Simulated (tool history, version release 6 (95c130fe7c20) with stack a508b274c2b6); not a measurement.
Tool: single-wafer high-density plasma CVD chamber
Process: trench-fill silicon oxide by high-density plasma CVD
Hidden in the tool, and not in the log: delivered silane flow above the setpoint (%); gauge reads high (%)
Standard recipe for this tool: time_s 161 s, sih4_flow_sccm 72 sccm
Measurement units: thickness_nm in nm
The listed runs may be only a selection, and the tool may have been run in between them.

run	hour	time_s	sih4_flow_sccm	wafers since the last listed run	hours since the silane flow controller was replaced	hours since the gauge calibration	read-back reference wafer on the same gauge, thickness_nm	thickness_nm
1	0	144	77	0	4409.4	229.3	1110.075	1080.598
2	66.3	144	77	869	4475.7	295.6	1109.914	1078.929
3	115.7	153	72	647	4525.1	345	1110.553	1075.163
4	144.6	153	72	378	4554	373.9	1109.468	1073.191
5	192.8	161	72	631	4602.2	422.1	1111.052	1127.438
6	231	161	72	500	4640.4	460.3	1109.864	1120.991
7	284.1	161	72	696	4693.5	513.4	1109.151	1123.557
8	312.6	161	61	373	4722	541.9	1110.441	952.816
9	350.9	161	61	502	4760.3	580.2	1109.787	951.443
10	383.2	161	61	423	4792.6	612.5	1109.884	950.51
11	581	161	61	2593	4990.4	810.3	1110.674	944.834
12	640.7	161	72	782	5050.1	870	1110.694	1114.5
# hour 669.3: gauge calibrated
13	710.5	176	72	915	5119.9	41.2	1110.194	1213.397
# hour 773.6: silane flow controller replaced
14	774.1	142	86	728	0.5	104.8	1110.648	1268.328
15	816.9	179	64	561	43.3	147.6	1109.537	1183.306
16	859.5	146	60	558	85.9	190.2	1110.458	911.214
17	895.5	152	85	472	121.9	226.2	1108.957	1340.146
18	925.7	152	59	395	152.1	256.4	1110.578	931.083
19	960.7	184	62	458	187.1	291.4	1109.788	1176.879
20	1009	150	72	633	235.4	339.7	1110.136	1119.905
21	1061.5	148	58	688	287.9	392.2	1110.213	889.872

Branching from run 21: 4 alternative next runs. What would each branch give?
A	1061.9	161	72	5	288.3	392.6	?	?
B	1061.9	192	66	5	288.3	392.6	?	?
C	1061.9	144	65	5	288.3	392.6	?	?
D	1061.9	193	72	5	288.3	392.6	?	?

run	read-back reference wafer on the same gauge, thickness_nm	thickness_nm
A	1110.078	1202.278
B	1110.078	1314.292
C	1110.078	970.784
D	1110.078	1441.24
Without the tool's hidden state the same runs would have given:
run	thickness_nm
A	1210.461
B	1323.237
C	977.391
D	1451.05
